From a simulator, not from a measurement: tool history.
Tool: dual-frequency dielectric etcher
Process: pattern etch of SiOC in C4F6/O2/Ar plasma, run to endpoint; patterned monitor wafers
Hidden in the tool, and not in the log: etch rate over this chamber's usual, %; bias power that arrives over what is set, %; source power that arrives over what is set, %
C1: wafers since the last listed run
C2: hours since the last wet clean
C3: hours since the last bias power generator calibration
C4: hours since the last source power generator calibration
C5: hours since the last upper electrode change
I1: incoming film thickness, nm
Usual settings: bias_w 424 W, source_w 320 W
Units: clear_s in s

Run 1, hour 0: usual settings; C1 0; C2 40.1; C3 2419.2; C4 1341.2; C5 2815.2; I1 29.89. Result: clear_s 11.5 s.
Run 2, hour 56.9: usual settings; C1 948; C2 97; C3 2476.1; C4 1398.1; C5 2872.1; I1 29.87. Result: clear_s 11.8 s.
Run 3, hour 96.6: usual settings; C1 661; C2 136.7; C3 2515.8; C4 1437.8; C5 2911.8; I1 30.16. Result: clear_s 11.9 s.
Run 4, hour 147: usual settings but source_w 280 W; C1 839; C2 187.1; C3 2566.2; C4 1488.2; C5 2962.2; I1 30.39. Result: clear_s 12.8 s.
Run 5, hour 194.3: usual settings but source_w 280 W; C1 788; C2 234.4; C3 2613.5; C4 1535.5; C5 3009.5; I1 30.27. Result: clear_s 12.7 s.
Run 6, hour 244.2: usual settings but source_w 370 W; C1 831; C2 284.3; C3 2663.4; C4 1585.4; C5 3059.4; I1 29.83. Result: clear_s 11.2 s.
Run 7, hour 341.8: usual settings but source_w 370 W; C1 1626; C2 381.9; C3 2761; C4 1683; C5 3157; I1 30.05. Result: clear_s 11.3 s.
At hour 399.9: wet clean of the chamber.
Run 8, hour 411.7: usual settings but source_w 370 W; C1 764; C2 11.8; C3 2830.9; C4 1752.9; C5 3226.9; I1 29.66. Result: clear_s 10.7 s.
Run 9, hour 508.6: usual settings but bias_w 399 W; C1 1614; C2 108.7; C3 2927.8; C4 1849.8; C5 3323.8; I1 29.86. Result: clear_s 11.9 s.
Run 10, hour 612.7: usual settings but bias_w 399 W; C1 1734; C2 212.8; C3 3031.9; C4 1953.9; C5 3427.9; I1 29.98. Result: clear_s 12.1 s.
Run 11, hour 719.4: usual settings; C1 1777; C2 319.5; C3 3138.6; C4 2060.6; C5 3534.6; I1 30.1. Result: clear_s 12 s.
Run 12, hour 800: usual settings; C1 1342; C2 400.1; C3 3219.2; C4 2141.2; C5 3615.2; I1 30.1. Result: clear_s 12 s.
At hour 816.5: bias power generator calibrated.
Run 13, hour 847.4: usual settings; C1 723; C2 447.5; C3 30.9; C4 2188.6; C5 3662.6; I1 30.37. Result: clear_s 12.5 s.
At hour 903.8: wet clean of the chamber.
Run 14, hour 904.3: usual settings; C1 548; C2 0.5; C3 87.8; C4 2245.5; C5 3719.5; I1 30.2. Result: clear_s 11.6 s.
Run 15, hour 947.8: usual settings; C1 724; C2 44; C3 131.3; C4 2289; C5 3763; I1 30.63. Result: clear_s 11.8 s.
At hour 981.6: upper electrode replaced, of another model than before.
Run 16, hour 990.8: usual settings; C1 316; C2 87; C3 174.3; C4 2332; C5 9.2; I1 30.26. Result: clear_s 11.7 s.
Run 17, hour 1049.6: usual settings; C1 979; C2 145.8; C3 233.1; C4 2390.8; C5 68; I1 30.02. Result: clear_s 11.7 s.
Run 18, hour 1091.8: usual settings; C1 703; C2 188; C3 275.3; C4 2433; C5 110.2; I1 30.07. Result: clear_s 11.6 s.
Run 19, hour 1144.3: usual settings; C1 874; C2 240.5; C3 327.8; C4 2485.5; C5 162.7; I1 30.04. Result: clear_s 11.9 s.
At hour 1232.8: source power generator calibrated.
Run 20, hour 1238.2: usual settings but bias_w 513 W, source_w 250 W; C1 1497; C2 334.4; C3 421.7; C4 5.4; C5 256.6; I1 30.12. Result: clear_s 12 s.
Run 21, hour 1284.7: usual settings but source_w 400 W; C1 774; C2 380.9; C3 468.2; C4 51.9; C5 303.1; I1 30.22. Result: clear_s 11.5 s.
At hour 1334.9: wet clean of the chamber.
Run 22, hour 1364.7: usual settings but bias_w 339 W, source_w 240 W; C1 933; C2 29.8; C3 548.2; C4 131.9; C5 383.1; I1 29.94. Result: clear_s 13 s.

Run 23 comes next. What will it give?
Run 23, hour 1458.6: usual settings but bias_w 318 W, source_w 270 W; C1 1564; C2 123.7; C3 642.1; C4 225.8; C5 477; I1 30.18. Result: clear_s ?.

Run 23 gave clear_s 13.2 s.
Without the tool's hidden state the same run would have given clear_s 13 s.
